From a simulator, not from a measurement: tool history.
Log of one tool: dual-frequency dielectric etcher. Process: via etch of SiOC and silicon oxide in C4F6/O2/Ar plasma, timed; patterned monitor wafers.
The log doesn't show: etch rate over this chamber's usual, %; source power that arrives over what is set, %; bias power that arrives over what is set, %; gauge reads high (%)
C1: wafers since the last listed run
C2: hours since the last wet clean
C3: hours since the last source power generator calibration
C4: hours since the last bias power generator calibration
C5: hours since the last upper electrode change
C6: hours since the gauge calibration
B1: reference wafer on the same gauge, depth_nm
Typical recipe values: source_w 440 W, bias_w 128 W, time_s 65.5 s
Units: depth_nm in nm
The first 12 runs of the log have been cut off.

{"hour": 581.9, "done": "gauge calibrated"}
{"hour": 605.3, "done": "upper electrode replaced"}
{"run": 13, "hour": 605.8, "source_w": 440, "bias_w": 128, "time_s": 61.5, "C1": 247, "C2": 510.2, "C3": 2855, "C4": 120.8, "C5": 0.5, "C6": 23.9, "B1": 60.9, "depth_nm": 54.1}
{"run": 14, "hour": 646.4, "source_w": 440, "bias_w": 110, "time_s": 65.5, "C1": 500, "C2": 550.8, "C3": 2895.6, "C4": 161.4, "C5": 41.1, "C6": 64.5, "B1": 61.1, "depth_nm": 55.8}
{"hour": 699.2, "done": "wet clean of the chamber"}
{"run": 15, "hour": 699.7, "source_w": 440, "bias_w": 128, "time_s": 65.5, "C1": 361, "C2": 0.5, "C3": 2948.9, "C4": 214.7, "C5": 94.4, "C6": 117.8, "B1": 61, "depth_nm": 58.7}
{"run": 16, "hour": 700.8, "source_w": 440, "bias_w": 128, "time_s": 65.5, "C1": 13, "C2": 1.6, "C3": 2950, "C4": 215.8, "C5": 95.5, "C6": 118.9, "B1": 60.9, "depth_nm": 59.9}
{"run": 17, "hour": 738.0, "source_w": 340, "bias_w": 150, "time_s": 82, "C1": 458, "C2": 38.8, "C3": 2987.2, "C4": 253, "C5": 132.7, "C6": 156.1, "B1": 61, "depth_nm": 69.3}
{"hour": 799.3, "done": "source power generator calibrated"}
{"run": 18, "hour": 799.8, "source_w": 340, "bias_w": 136, "time_s": 56, "C1": 712, "C2": 100.6, "C3": 0.5, "C4": 314.8, "C5": 194.5, "C6": 217.9, "B1": 61, "depth_nm": 44.9}
{"run": 19, "hour": 864.8, "source_w": 440, "bias_w": 128, "time_s": 65.5, "C1": 801, "C2": 165.6, "C3": 65.5, "C4": 379.8, "C5": 259.5, "C6": 282.9, "B1": 61, "depth_nm": 58.3}
{"run": 20, "hour": 931.2, "source_w": 440, "bias_w": 143, "time_s": 52.5, "C1": 818, "C2": 232, "C3": 131.9, "C4": 446.2, "C5": 325.9, "C6": 349.3, "B1": 61, "depth_nm": 48.4}
{"run": 21, "hour": 990.1, "source_w": 440, "bias_w": 97, "time_s": 65.5, "C1": 725, "C2": 290.9, "C3": 190.8, "C4": 505.1, "C5": 384.8, "C6": 408.2, "B1": 61.2, "depth_nm": 55.3}
{"run": 22, "hour": 1032.4, "source_w": 480, "bias_w": 155, "time_s": 57.5, "C1": 521, "C2": 333.2, "C3": 233.1, "C4": 547.4, "C5": 427.1, "C6": 450.5, "B1": 60.9, "depth_nm": 55.5}
{"run": 23, "hour": 1103.9, "source_w": 440, "bias_w": 128, "time_s": 65.5, "C1": 881, "C2": 404.7, "C3": 304.6, "C4": 618.9, "C5": 498.6, "C6": 522, "B1": 61.1, "depth_nm": 57.3}
{"hour": 1271.2, "done": "wet clean of the chamber"}
{"run": 24, "hour": 1295.2, "source_w": 480, "bias_w": 108, "time_s": 60, "C1": 2061, "C2": 24, "C3": 495.9, "C4": 810.2, "C5": 689.9, "C6": 713.3, "B1": 61.1, "depth_nm": 54.9}
{"run": 25, "hour": 1332.3, "source_w": 440, "bias_w": 136, "time_s": 65.5, "C1": 457, "C2": 61.1, "C3": 533, "C4": 847.3, "C5": 727, "C6": 750.4, "B1": 61, "depth_nm": 59.8}
{"run": 26, "hour": 1370.9, "source_w": 440, "bias_w": 128, "time_s": 57.5, "C1": 475, "C2": 99.7, "C3": 571.6, "C4": 885.9, "C5": 765.6, "C6": 789, "B1": 60.9, "depth_nm": 52}
{"run": 27, "hour": 1411.1, "source_w": 340, "bias_w": 99, "time_s": 57, "C1": 495, "C2": 139.9, "C3": 611.8, "C4": 926.1, "C5": 805.8, "C6": 829.2, "B1": 61, "depth_nm": 42.9}
{"run": 28, "hour": 1438.2, "source_w": 440, "bias_w": 128, "time_s": 65.5, "C1": 333, "C2": 167, "C3": 638.9, "C4": 953.2, "C5": 832.9, "C6": 856.3, "B1": 60.9, "depth_nm": 59.2}
{"run": 29, "hour": 1551.8, "source_w": 520, "bias_w": 108, "time_s": 81, "C1": 1399, "C2": 280.6, "C3": 752.5, "C4": 1066.8, "C5": 946.5, "C6": 969.9, "B1": 60.9, "depth_nm": 75.8}
{"run": 30, "hour": 1605.5, "source_w": 440, "bias_w": 128, "time_s": 65.5, "C1": 661, "C2": 334.3, "C3": 806.2, "C4": 1120.5, "C5": 1000.2, "C6": 1023.6, "B1": 61, "depth_nm": 58}
{"run": 31, "hour": 1661.1, "source_w": 440, "bias_w": 136, "time_s": 83.5, "C1": 685, "C2": 389.9, "C3": 861.8, "C4": 1176.1, "C5": 1055.8, "C6": 1079.2, "B1": 60.9, "depth_nm": 74.4}

Consider 3 possible next runs. They are alternatives, not a sequence: every one starts from the tool as it was left by run 31. What does each give?
{"run": "A", "hour": 1661.5, "source_w": 440, "bias_w": 128, "time_s": 65.5, "C1": 4, "C2": 390.3, "C3": 862.2, "C4": 1176.5, "C5": 1056.2, "C6": 1079.6, "B1": "?", "depth_nm": "?"}
{"run": "B", "hour": 1661.5, "source_w": 360, "bias_w": 148, "time_s": 82, "C1": 4, "C2": 390.3, "C3": 862.2, "C4": 1176.5, "C5": 1056.2, "C6": 1079.6, "B1": "?", "depth_nm": "?"}
{"run": "C", "hour": 1661.5, "source_w": 540, "bias_w": 105, "time_s": 65.5, "C1": 4, "C2": 390.3, "C3": 862.2, "C4": 1176.5, "C5": 1056.2, "C6": 1079.6, "B1": "?", "depth_nm": "?"}

run=A B1=61.1 depth_nm=57.9
run=B B1=61.1 depth_nm=68.4
run=C B1=61.1 depth_nm=61
Without the tool's unlogged condition, the same runs would have read:
run=A depth_nm=59.2
run=B depth_nm=69.9
run=C depth_nm=62.3
